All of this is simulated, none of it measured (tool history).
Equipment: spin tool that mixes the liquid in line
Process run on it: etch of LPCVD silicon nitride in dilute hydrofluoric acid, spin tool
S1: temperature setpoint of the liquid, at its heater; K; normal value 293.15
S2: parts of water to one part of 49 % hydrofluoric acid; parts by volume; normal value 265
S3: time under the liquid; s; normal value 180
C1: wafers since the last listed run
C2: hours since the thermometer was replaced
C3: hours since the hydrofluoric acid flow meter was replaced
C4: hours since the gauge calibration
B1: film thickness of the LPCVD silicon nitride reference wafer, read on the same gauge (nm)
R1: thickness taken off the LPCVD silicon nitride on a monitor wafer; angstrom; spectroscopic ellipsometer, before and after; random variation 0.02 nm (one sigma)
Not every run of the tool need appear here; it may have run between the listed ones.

run 1 hour=0.0 | S1=296.65 S2=265 S3=180 | C1=0 C2=125.3 C3=972.8 C4=851.1 | B1=60.034 | R1=3.18
run 2 hour=76.1 | S1=295.65 S2=265 S3=180 | C1=609 C2=201.4 C3=1048.9 C4=927.2 | B1=60.056 | R1=3.17
run 3 hour=135.5 | S1=293.15 S2=265 S3=130 | C1=475 C2=260.8 C3=1108.3 C4=986.6 | B1=59.981 | R1=1.86
run 4 hour=214.4 | S1=293.15 S2=265 S3=180 | C1=631 C2=339.7 C3=1187.2 C4=1065.5 | B1=60.011 | R1=2.73
run 5 hour=261.5 | S1=293.15 S2=265 S3=180 | C1=377 C2=386.8 C3=1234.3 C4=1112.6 | B1=60.018 | R1=2.83
run 6 hour=358.3 | S1=293.15 S2=265 S3=180 | C1=774 C2=483.6 C3=1331.1 C4=1209.4 | B1=60.022 | R1=2.64
run 7 hour=433.5 | S1=293.15 S2=265 S3=260 | C1=601 C2=558.8 C3=1406.3 C4=1284.6 | B1=59.987 | R1=4.38
run 8 hour=483.5 | S1=293.15 S2=265 S3=180 | C1=400 C2=608.8 C3=1456.3 C4=1334.6 | B1=59.967 | R1=2.70
-- hour=561.5 hydrofluoric acid flow meter replaced
run 9 hour=564.3 | S1=293.15 S2=265 S3=180 | C1=638 C2=689.6 C3=2.8 C4=1415.4 | B1=60.035 | R1=2.91
run 10 hour=610.8 | S1=293.15 S2=265 S3=180 | C1=372 C2=736.1 C3=49.3 C4=1461.9 | B1=60.012 | R1=2.82
run 11 hour=673.5 | S1=293.15 S2=265 S3=180 | C1=501 C2=798.8 C3=112.0 C4=1524.6 | B1=59.994 | R1=2.74
run 12 hour=724.6 | S1=293.15 S2=265 S3=180 | C1=409 C2=849.9 C3=163.1 C4=1575.7 | B1=59.956 | R1=2.79
run 13 hour=766.7 | S1=293.15 S2=265 S3=235 | C1=337 C2=892.0 C3=205.2 C4=1617.8 | B1=60.028 | R1=3.76
-- hour=942.7 thermometer replaced
run 14 hour=949.9 | S1=293.15 S2=265 S3=180 | C1=1458 C2=7.2 C3=388.4 C4=1801.0 | B1=59.983 | R1=2.89
run 15 hour=1008.7 | S1=293.15 S2=265 S3=180 | C1=470 C2=66.0 C3=447.2 C4=1859.8 | B1=60.000 | R1=2.72
run 16 hour=1105.7 | S1=293.15 S2=205 S3=180 | C1=776 C2=163.0 C3=544.2 C4=1956.8 | B1=60.056 | R1=3.18
run 17 hour=1185.2 | S1=290.15 S2=200 S3=235 | C1=636 C2=242.5 C3=623.7 C4=2036.3 | B1=59.954 | R1=3.86
run 18 hour=1262.3 | S1=296.65 S2=300 S3=210 | C1=617 C2=319.6 C3=700.8 C4=2113.4 | B1=60.042 | R1=3.60
run 19 hour=1346.3 | S1=293.15 S2=265 S3=290 | C1=672 C2=403.6 C3=784.8 C4=2197.4 | B1=60.013 | R1=4.80
run 20 hour=1432.6 | S1=290.65 S2=265 S3=250 | C1=690 C2=489.9 C3=871.1 C4=2283.7 | B1=59.982 | R1=3.61
run 21 hour=1532.6 | S1=293.15 S2=340 S3=180 | C1=800 C2=589.9 C3=971.1 C4=2383.7 | B1=60.011 | R1=2.32
run 22 hour=1597.5 | S1=295.15 S2=265 S3=180 | C1=519 C2=654.8 C3=1036.0 C4=2448.6 | B1=60.007 | R1=3.06
run 23 hour=1635.9 | S1=295.15 S2=220 S3=95 | C1=307 C2=693.2 C3=1074.4 C4=2487.0 | B1=60.007 | R1=2.02
run 24 hour=1680.3 | S1=293.15 S2=265 S3=180 | C1=355 C2=737.6 C3=1118.8 C4=2531.4 | B1=59.999 | R1=2.67
-- hour=1726.7 gauge calibrated
run 25 hour=1761.5 | S1=293.15 S2=265 S3=180 | C1=650 C2=818.8 C3=1200.0 C4=34.8 | B1=59.997 | R1=2.38
run 26 hour=1859.1 | S1=291.65 S2=135 S3=210 | C1=781 C2=916.4 C3=1297.6 C4=132.4 | B1=59.964 | R1=5.22
-- hour=1947.4 hydrofluoric acid flow meter replaced
-- hour=1949.7 thermometer replaced
run 27 hour=2073.2 | S1=293.15 S2=335 S3=135 | C1=1697 C2=123.5 C3=125.8 C4=346.5 | B1=60.006 | R1=1.83

Estimate the outcome of run 28 from the log above:
run 28 hour=2162.1 | S1=293.15 S2=265 S3=180 | C1=711 C2=212.4 C3=214.7 C4=435.4 | B1=? | R1=?

B1: 60.024
R1: 2.43 angstrom
Were there no unlogged condition in the tool, this run, its random variation unchanged, would have produced R1 2.43 angstrom.
